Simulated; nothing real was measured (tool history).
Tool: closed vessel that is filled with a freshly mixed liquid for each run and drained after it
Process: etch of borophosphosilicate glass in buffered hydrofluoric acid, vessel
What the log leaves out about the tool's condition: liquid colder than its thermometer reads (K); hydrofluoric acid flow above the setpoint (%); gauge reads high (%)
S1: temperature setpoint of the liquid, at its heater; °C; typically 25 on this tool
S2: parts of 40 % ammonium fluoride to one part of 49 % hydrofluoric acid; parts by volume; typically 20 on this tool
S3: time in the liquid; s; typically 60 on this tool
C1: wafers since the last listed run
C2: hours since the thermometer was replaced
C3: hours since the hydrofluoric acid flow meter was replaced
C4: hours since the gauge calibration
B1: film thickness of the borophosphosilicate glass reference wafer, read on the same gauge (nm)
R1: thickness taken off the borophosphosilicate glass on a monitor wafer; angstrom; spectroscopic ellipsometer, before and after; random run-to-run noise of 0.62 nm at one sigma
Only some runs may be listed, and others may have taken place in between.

run 1 hour=0 | S1=25 S2=20 S3=60 | C1=0 C2=1359.9 C3=2423.9 C4=247.8 | B1=129.96 | R1=692.8
run 2 hour=16.5 | S1=25 S2=20 S3=60 | C1=1922 C2=1376.4 C3=2440.4 C4=264.3 | B1=129.99 | R1=696.7
run 3 hour=33.3 | S1=25 S2=20 S3=60 | C1=1957 C2=1393.2 C3=2457.2 C4=281.1 | B1=130 | R1=685.6
run 4 hour=60.9 | S1=25 S2=24.5 S3=60 | C1=3216 C2=1420.8 C3=2484.8 C4=308.7 | B1=129.96 | R1=583.4
-- hour=69.9 thermometer replaced
run 5 hour=96 | S1=25 S2=24.5 S3=60 | C1=3973 C2=26.1 C3=2519.9 C4=343.8 | B1=130.01 | R1=582.7
run 6 hour=132 | S1=23 S2=20 S3=60 | C1=4195 C2=62.1 C3=2555.9 C4=379.8 | B1=130.02 | R1=620.2
run 7 hour=149.6 | S1=23 S2=20 S3=60 | C1=2051 C2=79.7 C3=2573.5 C4=397.4 | B1=130.02 | R1=615.2
run 8 hour=182.9 | S1=23 S2=20 S3=60 | C1=3880 C2=113 C3=2606.8 C4=430.7 | B1=130 | R1=617.4
run 9 hour=202.7 | S1=27.5 S2=20 S3=60 | C1=2307 C2=132.8 C3=2626.6 C4=450.5 | B1=130 | R1=776.4
run 10 hour=218.4 | S1=27.5 S2=20 S3=60 | C1=1829 C2=148.5 C3=2642.3 C4=466.2 | B1=129.99 | R1=785.3
run 11 hour=236.7 | S1=27.5 S2=20 S3=60 | C1=2132 C2=166.8 C3=2660.6 C4=484.5 | B1=130.04 | R1=794.1
run 12 hour=266.4 | S1=25 S2=20 S3=60 | C1=3461 C2=196.5 C3=2690.3 C4=514.2 | B1=130.02 | R1=700.8
-- hour=270.5 hydrofluoric acid flow meter replaced
run 13 hour=282.6 | S1=27 S2=25.5 S3=60 | C1=1771 C2=212.7 C3=12.1 C4=530.4 | B1=129.97 | R1=646.9
run 14 hour=316.1 | S1=25 S2=15.5 S3=70 | C1=3903 C2=246.2 C3=45.6 C4=563.9 | B1=129.97 | R1=1095.8
run 15 hour=346.4 | S1=29.5 S2=20 S3=45 | C1=3531 C2=276.5 C3=75.9 C4=594.2 | B1=129.97 | R1=698.8
-- hour=383.1 gauge calibrated
run 16 hour=389.1 | S1=25 S2=14.5 S3=75 | C1=4976 C2=319.2 C3=118.6 C4=6 | B1=129.97 | R1=1264.5
run 17 hour=415.9 | S1=25 S2=20 S3=60 | C1=3123 C2=346 C3=145.4 C4=32.8 | B1=130.06 | R1=747.5
run 18 hour=440.5 | S1=29 S2=24 S3=60 | C1=2866 C2=370.6 C3=170 C4=57.4 | B1=130.06 | R1=770.3
run 19 hour=472.3 | S1=25 S2=25 S3=40 | C1=3705 C2=402.4 C3=201.8 C4=89.2 | B1=130 | R1=401.4
run 20 hour=496.8 | S1=25 S2=20 S3=60 | C1=2855 C2=426.9 C3=226.3 C4=113.7 | B1=130.05 | R1=740
-- hour=502 hydrofluoric acid flow meter replaced, repeated, since the last time left the tool worse
run 21 hour=558.2 | S1=27.5 S2=20 S3=60 | C1=7038 C2=488.3 C3=56.2 C4=175.1 | B1=130 | R1=753.9
run 22 hour=585.1 | S1=25 S2=27 S3=60 | C1=3134 C2=515.2 C3=83.1 C4=202 | B1=130 | R1=512.2
run 23 hour=603.6 | S1=29.5 S2=23.5 S3=30 | C1=2155 C2=533.7 C3=101.6 C4=220.5 | B1=130.01 | R1=367.1
run 24 hour=637.9 | S1=25 S2=20 S3=60 | C1=3997 C2=568 C3=135.9 C4=254.8 | B1=129.98 | R1=647
run 25 hour=667.2 | S1=25 S2=20 S3=60 | C1=3414 C2=597.3 C3=165.2 C4=284.1 | B1=129.99 | R1=658.7
run 26 hour=681.6 | S1=23 S2=13 S3=50 | C1=1678 C2=611.7 C3=179.6 C4=298.5 | B1=129.97 | R1=742.5
run 27 hour=702.2 | S1=25 S2=20 S3=60 | C1=2400 C2=632.3 C3=200.2 C4=319.1 | B1=129.97 | R1=655.8
run 28 hour=724 | S1=27 S2=15 S3=45 | C1=2540 C2=654.1 C3=222 C4=340.9 | B1=129.96 | R1=723.6
run 29 hour=741 | S1=27 S2=15 S3=45 | C1=1981 C2=671.1 C3=239 C4=357.9 | B1=130 | R1=732.3
run 30 hour=766.7 | S1=29.5 S2=17 S3=30 | C1=2994 C2=696.8 C3=264.7 C4=383.6 | B1=130 | R1=487.1

Selected run-to-run steps in R1, each split into two signed amounts: the part the tool would show with no hidden state at all (from settings, incoming material and random variation), and the remainder, which goes to the hidden state together with any gauge scatter not common to the measured and the hidden-state-free results:
Run 13 -> 14: S1 27 -> 25, S2 25.5 -> 15.5, S3 60 -> 70. R1 +448.9 angstrom: hidden state +82.5, all else +366.4.
Run 15 -> 16: S1 29.5 -> 25, S2 20 -> 14.5, S3 45 -> 75, gauge calibrated. R1 +565.7 angstrom: hidden state +74.5, all else +491.2.
Run 16 -> 17: S2 14.5 -> 20, S3 75 -> 60. R1 -517 angstrom: hidden state -66.8, all else -450.2.
Run 20 -> 21: S1 25 -> 27.5, hydrofluoric acid flow meter replaced, repeated, since the last time left the tool worse. R1 +13.9 angstrom: hidden state -89, all else +102.9.

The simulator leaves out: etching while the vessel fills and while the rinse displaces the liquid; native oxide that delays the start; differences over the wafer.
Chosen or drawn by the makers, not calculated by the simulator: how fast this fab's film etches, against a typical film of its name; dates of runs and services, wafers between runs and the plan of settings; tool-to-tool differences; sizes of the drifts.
